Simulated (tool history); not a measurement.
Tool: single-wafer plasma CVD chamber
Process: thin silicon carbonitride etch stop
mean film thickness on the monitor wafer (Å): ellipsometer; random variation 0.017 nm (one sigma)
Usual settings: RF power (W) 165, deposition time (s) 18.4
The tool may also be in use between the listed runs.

run,hour,RF power (W),deposition time (s),"read-back reference wafer on the same gauge, thickness_nm",mean film thickness on the monitor wafer (Å)
1,0.0,165,20.0,10.107,112.60
2,21.8,165,20.0,10.092,112.37
3,38.2,165,20.0,10.104,112.68
4,64.7,165,18.4,10.104,103.50
5,97.8,165,18.4,10.106,103.45
6,131.2,165,18.4,10.109,103.78
7,152.7,165,18.4,10.101,103.35
8,170.7,165,18.4,10.097,103.52
9,201.6,190,17.5,10.095,102.20
10,214.8,145,20.8,10.099,113.27
11,247.6,145,20.8,10.104,113.13
12,274.5,155,18.4,10.097,101.94
13,306.5,155,18.4,10.094,102.09
14,332.8,155,18.4,10.093,101.95
15,356.0,165,18.4,10.100,103.27
16,385.4,190,19.6,10.103,114.52
17,418.3,165,18.4,10.101,103.18
18,450.7,165,20.0,10.098,112.14
19,470.6,175,21.8,10.102,123.38
20,486.4,165,18.4,10.103,105.41
21,517.8,175,15.6,10.105,91.67
22,546.9,150,20.7,10.099,112.74
23,578.2,155,18.4,10.103,101.91
24,613.7,135,20.9,10.099,107.78
25,641.4,165,16.9,10.103,96.15
26,654.1,165,15.8,10.101,90.15
27,676.8,140,17.3,10.098,90.90
28,690.5,165,18.4,10.097,104.38
29,725.4,135,17.0,10.105,87.30
30,756.1,165,18.4,10.101,104.45
31,788.3,180,18.4,10.102,108.19
32,816.0,150,21.0,10.104,113.48
33,837.0,135,17.0,10.106,87.21

Taken out of this log: 4 entries between the listed runs. Where each belongs, and how the hidden state differs across it:
Between runs 11 and 12: gauge calibrated (hour 261.7)
  delivered RF power above the setpoint (%): -8.44 -> -8.47
  measured less the result without the state, mean film thickness on the monitor wafer (Å): -2.62 -> -2.37
Between runs 17 and 18: thermocouple changed; heater temperature recalibrated (hour 437.9)
  delivered RF power above the setpoint (%): -8.6 -> -8.62
  measured less the result without the state, mean film thickness on the monitor wafer (Å): -2.43 -> -2.65
Between runs 18 and 19: showerhead replaced, of another model than before (hour 468.6)
  delivered RF power above the setpoint (%): -8.62 -> -8.64
  measured less the result without the state, mean film thickness on the monitor wafer (Å): -2.65 -> -5.32
Between runs 19 and 20: RF generator calibrated (hour 480.2)
  delivered RF power above the setpoint (%): -8.64 -> -1.05
  measured less the result without the state, mean film thickness on the monitor wafer (Å): -5.32 -> -0.50
